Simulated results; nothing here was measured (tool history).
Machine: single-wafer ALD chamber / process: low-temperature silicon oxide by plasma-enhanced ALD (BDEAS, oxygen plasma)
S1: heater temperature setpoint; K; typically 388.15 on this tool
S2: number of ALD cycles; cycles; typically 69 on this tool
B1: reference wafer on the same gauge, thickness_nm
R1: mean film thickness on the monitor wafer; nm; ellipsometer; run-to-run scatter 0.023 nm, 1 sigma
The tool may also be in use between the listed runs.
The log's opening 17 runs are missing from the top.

Run 18, hour 858.3: usual settings but S1 399.15 K; B1 9.168. Result: R1 8.952 nm.
Run 19, hour 921.2: usual settings but S1 399.15 K; B1 9.171. Result: R1 8.991 nm.
At hour 962.4: gauge calibrated.
Run 20, hour 975: usual settings but S1 401.15 K, S2 76 cycles; B1 9.167. Result: R1 9.801 nm.
Run 21, hour 1003.9: usual settings but S2 56 cycles; B1 9.172. Result: R1 7.431 nm.
Run 22, hour 1063.3: usual settings but S1 384.15 K, S2 59 cycles; B1 9.167. Result: R1 7.847 nm.
Run 23, hour 1113.7: usual settings; B1 9.177. Result: R1 9.109 nm.
Run 24, hour 1153.2: usual settings; B1 9.166. Result: R1 9.132 nm.
Run 25, hour 1182.9: usual settings; B1 9.171. Result: R1 9.136 nm.
Run 26, hour 1242.2: usual settings; B1 9.168. Result: R1 9.123 nm.
Run 27, hour 1277.5: usual settings but S1 392.15 K, S2 63 cycles; B1 9.165. Result: R1 8.248 nm.
Run 28, hour 1302.2: usual settings but S2 65 cycles; B1 9.17. Result: R1 8.576 nm.
Run 29, hour 1354.7: usual settings but S1 375.15 K; B1 9.173. Result: R1 9.267 nm.
Run 30, hour 1406.5: usual settings but S2 59 cycles; B1 9.171. Result: R1 7.795 nm.
Run 31, hour 1462.2: usual settings but S1 398.15 K, S2 81 cycles; B1 9.176. Result: R1 10.543 nm.
Run 32, hour 1486.6: usual settings; B1 9.162. Result: R1 9.079 nm.
Run 33, hour 1540: usual settings; B1 9.16. Result: R1 9.087 nm.
Run 34, hour 1608.3: usual settings but S1 384.15 K, S2 73 cycles; B1 9.172. Result: R1 9.686 nm.
Run 35, hour 1650.3: usual settings but S1 401.15 K, S2 76 cycles; B1 9.175. Result: R1 9.761 nm.
Run 36, hour 1699.2: usual settings but S1 402.15 K; B1 9.16. Result: R1 8.9 nm.
Run 37, hour 1755.7: usual settings but S1 377.15 K, S2 64 cycles; B1 9.177. Result: R1 8.577 nm.
Run 38, hour 1813.5: usual settings; B1 9.173. Result: R1 9.054 nm.

Predict each of these 5 candidate next runs independently; none follows another, all start after run 38:
Run A, hour 1814: usual settings but S1 395.15 K; B1 ?. Result: R1 ?.
Run B, hour 1814: usual settings but S1 381.15 K, S2 81 cycles; B1 ?. Result: R1 ?.
Run C, hour 1814: usual settings but S1 381.15 K, S2 82 cycles; B1 ?. Result: R1 ?.
Run D, hour 1814: usual settings but S1 376.15 K, S2 82 cycles; B1 ?. Result: R1 ?.
Run E, hour 1814: usual settings but S1 373.15 K; B1 ?. Result: R1 ?.

run     B1      R1
  A  9.172   8.971
  B  9.172  10.778
  C  9.172  10.911
  D  9.172  11.001
  E  9.172   9.302
The same runs, with their run-to-run variation unchanged, on a tool lacking any hidden condition would have given:
run      R1
  A   9.052
  B  10.874
  C  11.008
  D  11.097
  E   9.383
